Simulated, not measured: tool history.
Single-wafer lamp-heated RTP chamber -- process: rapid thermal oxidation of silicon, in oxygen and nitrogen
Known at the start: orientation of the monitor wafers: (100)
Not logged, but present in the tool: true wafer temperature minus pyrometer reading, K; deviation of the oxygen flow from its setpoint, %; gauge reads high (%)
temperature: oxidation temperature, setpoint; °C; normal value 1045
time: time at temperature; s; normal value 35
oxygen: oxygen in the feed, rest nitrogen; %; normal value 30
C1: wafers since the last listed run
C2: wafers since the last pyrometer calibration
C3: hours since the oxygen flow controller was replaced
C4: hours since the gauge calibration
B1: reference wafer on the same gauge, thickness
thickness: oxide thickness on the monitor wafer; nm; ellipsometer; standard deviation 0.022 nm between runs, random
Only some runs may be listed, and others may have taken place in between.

{"run": 1, "day": 0.0, "temperature": 1045, "time": 22, "oxygen": 30, "C1": 0, "C2": 4526, "C3": 3195.5, "C4": 332.2, "B1": 3.791, "thickness": 3.767}
{"day": 1.904, "done": "pyrometer window cleaned and pyrometer calibrated"}
{"run": 2, "day": 2.142, "temperature": 1045, "time": 22, "oxygen": 30, "C1": 407, "C2": 53, "C3": 3246.9, "C4": 383.6, "B1": 3.794, "thickness": 3.639}
{"run": 3, "day": 4.842, "temperature": 1045, "time": 35, "oxygen": 30, "C1": 608, "C2": 661, "C3": 3311.7, "C4": 448.4, "B1": 3.794, "thickness": 4.409}
{"run": 4, "day": 12.062, "temperature": 1045, "time": 35, "oxygen": 30, "C1": 1627, "C2": 2289, "C3": 3485, "C4": 621.7, "B1": 3.792, "thickness": 4.418}
{"run": 5, "day": 14.488, "temperature": 1045, "time": 35, "oxygen": 30, "C1": 546, "C2": 2835, "C3": 3543.2, "C4": 679.9, "B1": 3.793, "thickness": 4.458}
{"run": 6, "day": 17.038, "temperature": 1045, "time": 35, "oxygen": 30, "C1": 574, "C2": 3410, "C3": 3604.4, "C4": 741.1, "B1": 3.794, "thickness": 4.477}
{"run": 7, "day": 19.538, "temperature": 1045, "time": 35, "oxygen": 30, "C1": 563, "C2": 3973, "C3": 3664.4, "C4": 801.1, "B1": 3.787, "thickness": 4.497}
{"day": 21.538, "done": "pyrometer window cleaned and pyrometer calibrated"}
{"run": 8, "day": 21.558, "temperature": 1069, "time": 35, "oxygen": 30, "C1": 380, "C2": 4, "C3": 3712.9, "C4": 849.6, "B1": 3.786, "thickness": 5.085}
{"run": 9, "day": 24.417, "temperature": 1069, "time": 35, "oxygen": 30, "C1": 644, "C2": 648, "C3": 3781.5, "C4": 918.2, "B1": 3.789, "thickness": 5.115}
{"run": 10, "day": 25.846, "temperature": 1069, "time": 35, "oxygen": 30, "C1": 322, "C2": 970, "C3": 3815.8, "C4": 952.5, "B1": 3.786, "thickness": 5.121}
{"run": 11, "day": 28.346, "temperature": 1045, "time": 35, "oxygen": 41, "C1": 563, "C2": 1534, "C3": 3875.8, "C4": 1012.5, "B1": 3.782, "thickness": 4.907}
{"run": 12, "day": 29.746, "temperature": 1064, "time": 35, "oxygen": 30, "C1": 315, "C2": 1849, "C3": 3909.4, "C4": 1046.1, "B1": 3.795, "thickness": 5.021}
{"run": 13, "day": 32.312, "temperature": 1016, "time": 43, "oxygen": 17, "C1": 578, "C2": 2427, "C3": 3971, "C4": 1107.7, "B1": 3.792, "thickness": 3.432}
{"day": 33.154, "done": "gauge calibrated"}
{"run": 14, "day": 34.417, "temperature": 1058, "time": 21, "oxygen": 17, "C1": 474, "C2": 2902, "C3": 4021.5, "C4": 30.3, "B1": 3.793, "thickness": 3.325}
{"run": 15, "day": 37.217, "temperature": 1045, "time": 43, "oxygen": 41, "C1": 631, "C2": 3533, "C3": 4088.7, "C4": 97.5, "B1": 3.789, "thickness": 5.341}
{"run": 16, "day": 38.733, "temperature": 1045, "time": 44, "oxygen": 53, "C1": 341, "C2": 3875, "C3": 4125.1, "C4": 133.9, "B1": 3.786, "thickness": 5.956}
{"day": 39.521, "done": "oxygen flow controller replaced"}
{"run": 17, "day": 40.092, "temperature": 1045, "time": 35, "oxygen": 30, "C1": 231, "C2": 4106, "C3": 13.7, "C4": 166.5, "B1": 3.792, "thickness": 4.441}
{"day": 40.688, "done": "pyrometer window cleaned and pyrometer calibrated"}
{"run": 18, "day": 42.796, "temperature": 1062, "time": 35, "oxygen": 30, "C1": 534, "C2": 475, "C3": 78.6, "C4": 231.4, "B1": 3.786, "thickness": 4.871}
{"run": 19, "day": 45.504, "temperature": 1045, "time": 35, "oxygen": 30, "C1": 610, "C2": 1085, "C3": 143.6, "C4": 296.4, "B1": 3.787, "thickness": 4.399}
{"run": 20, "day": 51.754, "temperature": 1066, "time": 35, "oxygen": 30, "C1": 1408, "C2": 2494, "C3": 293.6, "C4": 446.4, "B1": 3.783, "thickness": 5.057}
{"run": 21, "day": 53.788, "temperature": 1045, "time": 35, "oxygen": 30, "C1": 458, "C2": 2952, "C3": 342.4, "C4": 495.2, "B1": 3.791, "thickness": 4.439}

A few steps of thickness between consecutive runs. Split each: what settings, incoming material and random variation would produce without the hidden state, and what is left over for the hidden state, along with gauge scatter present in only one of the two compared results (measured, and without hidden state):
Run 1 -> 2: pyrometer window cleaned and pyrometer calibrated. thickness -0.128 nm: hidden state -0.079, all else -0.049.
Run 7 -> 8: temperature 1045 -> 1069, pyrometer window cleaned and pyrometer calibrated. thickness +0.588 nm: hidden state -0.104, all else +0.692.
Run 12 -> 13: temperature 1064 -> 1016, time 35 -> 43, oxygen 30 -> 17. thickness -1.589 nm: hidden state -0.015, all else -1.574.
Run 14 -> 15: temperature 1058 -> 1045, time 21 -> 43, oxygen 17 -> 41. thickness +2.016 nm: hidden state +0.066, all else +1.95.

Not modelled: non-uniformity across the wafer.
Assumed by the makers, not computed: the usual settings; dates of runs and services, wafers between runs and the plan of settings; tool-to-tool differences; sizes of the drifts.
